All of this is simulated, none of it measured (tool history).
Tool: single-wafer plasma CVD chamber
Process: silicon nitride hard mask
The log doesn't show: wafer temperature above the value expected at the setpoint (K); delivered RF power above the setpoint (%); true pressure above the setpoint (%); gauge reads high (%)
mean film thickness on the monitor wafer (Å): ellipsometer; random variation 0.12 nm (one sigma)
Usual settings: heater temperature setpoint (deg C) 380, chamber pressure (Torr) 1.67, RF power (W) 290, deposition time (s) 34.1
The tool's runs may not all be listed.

run    hour  heater temperature setpoint (deg C)  chamber pressure (Torr)  RF power (W)  deposition time (s)  wafers since the last listed run  hours since the last thermocouple change  hours since the last RF generator calibration  hours since the last manometer calibration  hours since the showerhead was replaced  hours since the gauge calibration  read-back reference wafer on the same gauge, thickness_nm  mean film thickness on the monitor wafer (Å)
  1       0                                  380                     1.67           290                 34.1                                 0                                    2034.6                                         1570.5                                      1226.5                                   3057.5                              708.5                                                     44.165                                        360.12
  2    66.2                                  380                     1.67           290                 34.1                              1155                                    2100.8                                         1636.7                                      1292.7                                   3123.7                              774.7                                                     44.183                                        360.56
  3   115.9                                  380                     1.67           290                 34.1                               867                                    2150.5                                         1686.4                                      1342.4                                   3173.4                              824.4                                                      44.15                                        359.96
  4   164.6                                  380                     1.67           290                 34.1                               849                                    2199.2                                         1735.1                                      1391.1                                   3222.1                              873.1                                                     44.189                                        360.35
  5   249.8                                  380                     1.67           290                 34.1                              1486                                    2284.4                                         1820.3                                      1476.3                                   3307.3                              958.3                                                     44.216                                        358.65
  6     290                                  380                     1.67           290                 34.1                               701                                    2324.6                                         1860.5                                      1516.5                                   3347.5                              998.5                                                     44.186                                        358.52
  7     337                                  380                     1.67           290                 34.1                               820                                    2371.6                                         1907.5                                      1563.5                                   3394.5                             1045.5                                                     44.209                                        361.38
  8   396.4                                  380                     1.67           290                 34.1                              1036                                      2431                                         1966.9                                      1622.9                                   3453.9                             1104.9                                                     44.204                                        356.62
  9   486.5                                  380                     1.67           290                 34.1                              1572                                    2521.1                                           2057                                        1713                                     3544                               1195                                                     44.276                                        357.66
      541.5  -- showerhead replaced
 10     542                                  380                     1.94           290                 34.1                               828                                    2576.6                                         2112.5                                      1768.5                                      0.5                             1250.5                                                     44.191                                        372.74
      578.4  -- RF generator calibrated
      632.5  -- capacitance manometer re-zeroed and calibrated
 11   633.7                                  380                     1.67           290                 40.5                              1320                                    2668.3                                           55.3                                         1.2                                     92.2                             1342.2                                                     44.211                                        435.63
      654.9  -- gauge calibrated
      704.1  -- thermocouple changed; heater temperature recalibrated
 12   735.9                                  374                     1.87           275                 34.1                              1643                                      31.8                                          157.5                                       103.4                                    194.4                                 81                                                      44.24                                        369.74
 13   825.3                                  380                     1.67           290                 34.1                              1560                                     121.2                                          246.9                                       192.8                                    283.8                              170.4                                                     44.238                                        369.54
 14   881.4                                  380                     1.67           290                 34.1                               978                                     177.3                                            303                                       248.9                                    339.9                              226.5                                                      44.17                                        369.97
 15   945.5                                  380                     1.45           290                 34.1                              1118                                     241.4                                          367.1                                         313                                      404                              290.6                                                     44.215                                        350.94
 16  1019.3                                  371                     1.67           290                 29.5                              1287                                     315.2                                          440.9                                       386.8                                    477.8                              364.4                                                     44.211                                        320.15
 17  1068.4                                  380                     1.67           290                   28                               856                                     364.3                                            490                                       435.9                                    526.9                              413.5                                                     44.113                                        303.33
 18    1130                                  368                     1.31           330                 34.1                              1074                                     425.9                                          551.6                                       497.5                                    588.5                              475.1                                                     44.255                                        364.94

Forecast each of these 4 alternatives for the next run:
  A  1130.4                                  380                     1.67           290                 34.1                                 6                                     426.3                                            552                                       497.9                                    588.9                              475.5                                                          ?                                             ?
  B  1130.4                                  380                     1.67           245                   40                                 6                                     426.3                                            552                                       497.9                                    588.9                              475.5                                                          ?                                             ?
  C  1130.4                                  380                      1.5           290                 34.1                                 6                                     426.3                                            552                                       497.9                                    588.9                              475.5                                                          ?                                             ?
  D  1130.4                                  369                     1.67           290                 34.1                                 6                                     426.3                                            552                                       497.9                                    588.9                              475.5                                                          ?                                             ?

run  read-back reference wafer on the same gauge, thickness_nm  mean film thickness on the monitor wafer (Å)
  A                                                     44.195                                        368.71
  B                                                     44.195                                        393.54
  C                                                     44.195                                        355.62
  D                                                     44.195                                        370.56
Without the tool's hidden state the same runs would have given:
run  mean film thickness on the monitor wafer (Å)
  A                                        368.35
  B                                        393.27
  C                                        355.09
  D                                         370.2
